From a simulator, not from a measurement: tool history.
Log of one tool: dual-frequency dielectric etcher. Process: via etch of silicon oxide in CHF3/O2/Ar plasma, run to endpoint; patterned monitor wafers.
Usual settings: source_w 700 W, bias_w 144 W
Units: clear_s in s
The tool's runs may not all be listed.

run   hour  source_w  bias_w  incoming incoming film thickness, nm  clear_s
  1      0       700     144                                 503.8    290.9
  2    9.2       700     144                                 504.1    290.8
  3   27.1       700     144                                 504.3    291.9
  4   44.2       700     144                                 506.2    292.3
  5   53.2       740     144                                 504.6    285.9
  6   63.5       700     165                                 500.2    270.7
  7   74.4       700     165                                 505.9    272.5
  8   89.5       700     165                                 501.5    272.7
  9   95.6       700     144                                 495.9    288.2
 10    106       700     144                                 501.8    292.2
     126.6  -- bias power generator calibrated
 11  127.1       700     144                                 498.1    290.4
 12  140.6       700     144                                 504.9    294.4
 13  158.4       700     144                                 502.6    293.5
 14  174.9       700     144                                 496.5    289.6
 15  185.8       630     144                                 495.9    302.7
     225.1  -- upper electrode replaced
 16  225.6       700     144                                 499.4    294.1
 17    226       540     173                                   508    304.9
 18    228       560     177                                 504.9    292.9
     236.7  -- source power generator calibrated
 19  237.2       700     144                                 500.6    295.2
 20  252.8       700     144                                 502.2    295.9
 21  261.8       750     144                                 500.8    286.6
 22  278.2       700     144                                 498.7    296.1
 23  284.5       750     115                                 500.9    324.2
 24  299.5       700     144                                   502    296.4
     333.6  -- wet clean of the chamber
 25  334.1       650     173                                 497.7    269.7
 26  334.5       800     144                                 494.4    269.7
 27  342.4       770     119                                 499.2    306.6
 28  353.5       830     144                                 504.7    272.5
 29  367.9       800     155                                   498    262.9
 30  377.5       700     144                                 502.2      291
 31    395       560     124                                 505.3    349.2
 32  401.2       750     144                                 498.8    281.5
 33  412.6       580     131                                 503.9    332.5
 34  428.9       840     130                                   499    283.9
 35  453.1       520     128                                 495.9    347.4
 36  462.9       700     144                                 500.4    294.3

Hidden state or all else? Some run-to-run changes of clear_s, split into what the settings, what came in and random variation would give without the hidden state, and what is left for the hidden state (with any gauge scatter that isn't in both results):
The hidden state here: etch rate over this chamber's usual, %; source power that arrives over what is set, %; bias power that arrives over what is set, %.
Run 24 -> 25: source_w 700 -> 650, bias_w 144 -> 173, wet clean of the chamber. clear_s -26.7 s: hidden state -6.7, all else -20.
Run 30 -> 31: source_w 700 -> 560, bias_w 144 -> 124. clear_s +58.2 s: hidden state +1, all else +57.2.
Run 31 -> 32: source_w 560 -> 750, bias_w 124 -> 144. clear_s -67.7 s: hidden state -0.5, all else -67.2.
Run 34 -> 35: source_w 840 -> 520, bias_w 130 -> 128. clear_s +63.5 s: hidden state +1.5, all else +62.
